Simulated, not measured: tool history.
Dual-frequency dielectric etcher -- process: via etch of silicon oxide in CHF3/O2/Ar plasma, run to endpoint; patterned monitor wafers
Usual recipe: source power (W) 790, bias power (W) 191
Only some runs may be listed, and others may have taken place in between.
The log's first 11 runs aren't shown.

run,day,source power (W),bias power (W),wafers since the last listed run,hours since the last wet clean,hours since the last source power generator calibration,hours since the last bias power generator calibration,hours since the last upper electrode change,"incoming incoming film thickness, nm",endpoint time (s)
12,11.746,790,224,114,92.3,2398.4,2895.8,3268.3,433.8,182.7
13,12.329,790,224,84,106.3,2412.4,2909.8,3282.3,437.9,184.9
14,13.033,790,224,102,123.2,2429.3,2926.7,3299.2,432.4,182.0
15,14.317,730,172,186,154.0,2460.1,2957.5,3330.0,435.3,209.2
# day 15.558: upper electrode replaced
# day 15.675: source power generator calibrated
16,15.696,700,234,38,187.1,0.5,2990.6,3.3,438.0,191.5
17,16.450,860,209,109,205.2,18.6,3008.7,21.4,432.8,184.3
18,17.283,910,214,120,225.2,38.6,3028.7,41.4,431.6,178.3
19,18.608,790,191,192,257.0,70.4,3060.5,73.2,436.4,197.2
20,19.312,790,191,102,273.9,87.3,3077.4,90.1,441.7,201.4
21,20.267,790,191,138,296.8,110.2,3100.3,113.0,435.3,197.5
# day 20.654: bias power generator calibrated
22,20.908,700,191,68,312.2,125.6,6.1,128.4,437.2,207.3
23,22.029,790,211,162,339.1,152.5,33.0,155.3,439.0,193.6
# day 23.258: wet clean of the chamber
24,23.388,700,237,51,3.1,185.1,65.6,187.9,435.0,182.7
25,24.567,790,191,171,31.4,213.4,93.9,216.2,436.1,189.3
26,25.904,790,160,193,63.5,245.5,126.0,248.3,439.9,203.8
27,26.492,930,177,85,77.6,259.6,140.1,262.4,437.0,185.1
28,27.183,600,221,100,94.2,276.2,156.7,279.0,436.3,200.4
29,27.842,790,191,95,110.0,292.0,172.5,294.8,435.7,191.6
30,29.088,950,176,180,139.9,321.9,202.4,324.7,436.9,185.2
31,30.246,610,219,167,167.7,349.7,230.2,352.5,439.0,202.1
32,31.042,710,224,115,186.8,368.8,249.3,371.6,432.4,187.6
33,31.646,870,235,87,201.3,383.3,263.8,386.1,437.1,173.7
34,33.017,790,209,198,234.2,416.2,296.7,419.0,437.4,188.5
35,33.879,790,175,125,254.9,436.9,317.4,439.7,438.3,200.2

Consider 4 possible next runs. They are alternatives, not a sequence: every one starts from the tool as it was left by run 35. What does each give?
A,33.900,790,191,3,255.4,437.4,317.9,440.2,436.5,?
B,33.900,930,158,3,255.4,437.4,317.9,440.2,436.5,?
C,33.900,690,238,3,255.4,437.4,317.9,440.2,436.5,?
D,33.900,690,156,3,255.4,437.4,317.9,440.2,436.5,?

run,endpoint time (s)
A,194.0
B,194.9
C,188.3
D,218.1
With the hidden condition removed and each run's random variation left untouched, the same runs would have given:
run,endpoint time (s)
A,190.6
B,191.5
C,185.1
D,214.4
